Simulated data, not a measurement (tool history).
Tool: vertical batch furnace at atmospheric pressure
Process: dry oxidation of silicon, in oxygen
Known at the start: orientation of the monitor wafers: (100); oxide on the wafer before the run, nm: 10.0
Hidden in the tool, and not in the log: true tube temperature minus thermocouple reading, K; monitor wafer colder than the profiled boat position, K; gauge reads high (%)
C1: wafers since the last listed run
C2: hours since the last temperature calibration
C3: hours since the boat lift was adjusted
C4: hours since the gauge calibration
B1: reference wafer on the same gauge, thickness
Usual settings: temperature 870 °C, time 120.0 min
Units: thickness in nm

{"run": 1, "hour": 0.0, "temperature": 877, "time": 105.5, "C1": 0, "C2": 2305.4, "C3": 887.1, "C4": 647.5, "B1": 25.28, "thickness": 26.05}
{"run": 2, "hour": 36.8, "temperature": 877, "time": 105.5, "C1": 280, "C2": 2342.2, "C3": 923.9, "C4": 684.3, "B1": 25.13, "thickness": 25.9}
{"run": 3, "hour": 73.3, "temperature": 870, "time": 120.0, "C1": 278, "C2": 2378.7, "C3": 960.4, "C4": 720.8, "B1": 25.21, "thickness": 26.01}
{"run": 4, "hour": 142.2, "temperature": 870, "time": 120.0, "C1": 525, "C2": 2447.6, "C3": 1029.3, "C4": 789.7, "B1": 25.17, "thickness": 25.98}
{"run": 5, "hour": 203.9, "temperature": 870, "time": 120.0, "C1": 470, "C2": 2509.3, "C3": 1091.0, "C4": 851.4, "B1": 25.18, "thickness": 26.19}
{"run": 6, "hour": 260.2, "temperature": 870, "time": 120.0, "C1": 429, "C2": 2565.6, "C3": 1147.3, "C4": 907.7, "B1": 25.16, "thickness": 26.17}
{"run": 7, "hour": 321.3, "temperature": 870, "time": 120.0, "C1": 465, "C2": 2626.7, "C3": 1208.4, "C4": 968.8, "B1": 25.15, "thickness": 26.21}
{"run": 8, "hour": 392.0, "temperature": 870, "time": 120.0, "C1": 538, "C2": 2697.4, "C3": 1279.1, "C4": 1039.5, "B1": 25.16, "thickness": 25.98}
{"run": 9, "hour": 436.9, "temperature": 870, "time": 120.0, "C1": 342, "C2": 2742.3, "C3": 1324.0, "C4": 1084.4, "B1": 25.24, "thickness": 26.02}
{"run": 10, "hour": 504.2, "temperature": 870, "time": 120.0, "C1": 512, "C2": 2809.6, "C3": 1391.3, "C4": 1151.7, "B1": 25.19, "thickness": 26.3}
{"run": 11, "hour": 549.6, "temperature": 870, "time": 120.0, "C1": 345, "C2": 2855.0, "C3": 1436.7, "C4": 1197.1, "B1": 25.16, "thickness": 26.34}
{"run": 12, "hour": 615.9, "temperature": 870, "time": 100.0, "C1": 505, "C2": 2921.3, "C3": 1503.0, "C4": 1263.4, "B1": 25.18, "thickness": 24.09}
{"run": 13, "hour": 684.3, "temperature": 870, "time": 100.0, "C1": 521, "C2": 2989.7, "C3": 1571.4, "C4": 1331.8, "B1": 25.23, "thickness": 23.96}
{"run": 14, "hour": 714.2, "temperature": 870, "time": 91.0, "C1": 227, "C2": 3019.6, "C3": 1601.3, "C4": 1361.7, "B1": 25.26, "thickness": 22.74}
{"hour": 730.7, "done": "gauge calibrated"}
{"run": 15, "hour": 769.6, "temperature": 870, "time": 91.0, "C1": 422, "C2": 3075.0, "C3": 1656.7, "C4": 38.9, "B1": 25.22, "thickness": 23.05}
{"run": 16, "hour": 813.4, "temperature": 870, "time": 120.0, "C1": 333, "C2": 3118.8, "C3": 1700.5, "C4": 82.7, "B1": 25.17, "thickness": 26.42}
{"run": 17, "hour": 852.7, "temperature": 870, "time": 120.0, "C1": 299, "C2": 3158.1, "C3": 1739.8, "C4": 122.0, "B1": 25.22, "thickness": 26.57}
{"run": 18, "hour": 908.1, "temperature": 889, "time": 155.5, "C1": 422, "C2": 3213.5, "C3": 1795.2, "C4": 177.4, "B1": 25.24, "thickness": 36.13}
{"run": 19, "hour": 957.7, "temperature": 870, "time": 120.0, "C1": 377, "C2": 3263.1, "C3": 1844.8, "C4": 227.0, "B1": 25.19, "thickness": 26.55}
{"run": 20, "hour": 987.8, "temperature": 851, "time": 61.5, "C1": 229, "C2": 3293.2, "C3": 1874.9, "C4": 257.1, "B1": 25.23, "thickness": 17.14}
{"run": 21, "hour": 1045.0, "temperature": 856, "time": 179.5, "C1": 435, "C2": 3350.4, "C3": 1932.1, "C4": 314.3, "B1": 25.18, "thickness": 29.07}

Forecast run 22:
{"run": 22, "hour": 1073.4, "temperature": 870, "time": 120.0, "C1": 216, "C2": 3378.8, "C3": 1960.5, "C4": 342.7, "B1": "?", "thickness": "?"}

B1: 25.20
thickness: 26.71 nm
Without the tool's hidden state the same run would have given thickness 25.49 nm.
